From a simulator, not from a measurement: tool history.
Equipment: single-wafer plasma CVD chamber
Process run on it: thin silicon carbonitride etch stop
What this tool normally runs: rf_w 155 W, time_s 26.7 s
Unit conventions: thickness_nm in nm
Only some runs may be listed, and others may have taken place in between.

run   hour  rf_w  time_s  read-back reference wafer on the same gauge, thickness_nm  thickness_nm
  1      0   155    26.7                                                     15.093        13.917
  2   13.1   155    26.7                                                     15.114        13.973
  3   28.4   155    26.7                                                     15.109        13.937
  4   57.7   155    26.7                                                     15.099        13.997
  5   76.4   155    26.7                                                      15.12        13.891
  6   93.3   155    26.7                                                     15.113        13.879
  7  117.8   155    26.7                                                     15.108        13.975
  8  143.6   155    26.7                                                     15.098        13.914
  9  160.4   155    26.7                                                     15.104        13.865
       163  -- gauge calibrated
 10  172.7   155    26.7                                                     15.098        13.955
 11  198.1   140    26.7                                                     15.109        13.144
 12  228.4   155    26.7                                                     15.093        13.859
 13  245.8   155    26.7                                                     15.119        13.824
     268.5  -- showerhead replaced, of another model than before
     298.7  -- thermocouple changed; heater temperature recalibrated
 14  299.2   155    26.7                                                     15.086        13.319
 15  329.6   175    28.2                                                     15.091        15.534
 16  353.3   175    28.2                                                     15.104        15.454
 17    384   185    24.1                                                     15.113        13.813
 18  418.4   180      30                                                     15.111        16.793
 19  440.4   165    22.3                                                     15.072         11.71
 20  467.1   165    31.4                                                     15.124        16.557
     488.9  -- RF generator calibrated
 21  494.4   185    26.7                                                     15.094        16.503
     505.1  -- gauge calibrated
 22  508.7   155    24.6                                                     15.106        13.292
 23  544.1   175      25                                                     15.085        14.718
 24  559.1   155    26.7                                                     15.101        14.385
 25  590.4   175    23.6                                                     15.093        13.915
 26  617.5   155    26.7                                                     15.106        14.218
 27  645.9   155    30.1                                                     15.097         15.97
 28  678.7   165    29.3                                                     15.127        16.354

Below are 5 alternative next runs, each starting from the tool's condition after run 28. Predict each:
  A  679.1   155    22.8                                                          ?             ?
  B  679.1   130    29.4                                                          ?             ?
  C  679.1   155    28.3                                                          ?             ?
  D  679.1   165    30.3                                                          ?             ?
  E  679.1   175    26.7                                                          ?             ?

run  read-back reference wafer on the same gauge, thickness_nm  thickness_nm
  A                                                     15.095         12.07
  B                                                     15.095        12.907
  C                                                     15.095        14.981
  D                                                     15.095        16.881
  E                                                     15.095        15.539
With the hidden condition removed and each run's random variation left untouched, the same runs would have given:
run  thickness_nm
  A         12.42
  B        13.281
  C        15.416
  D         17.37
  E        15.989
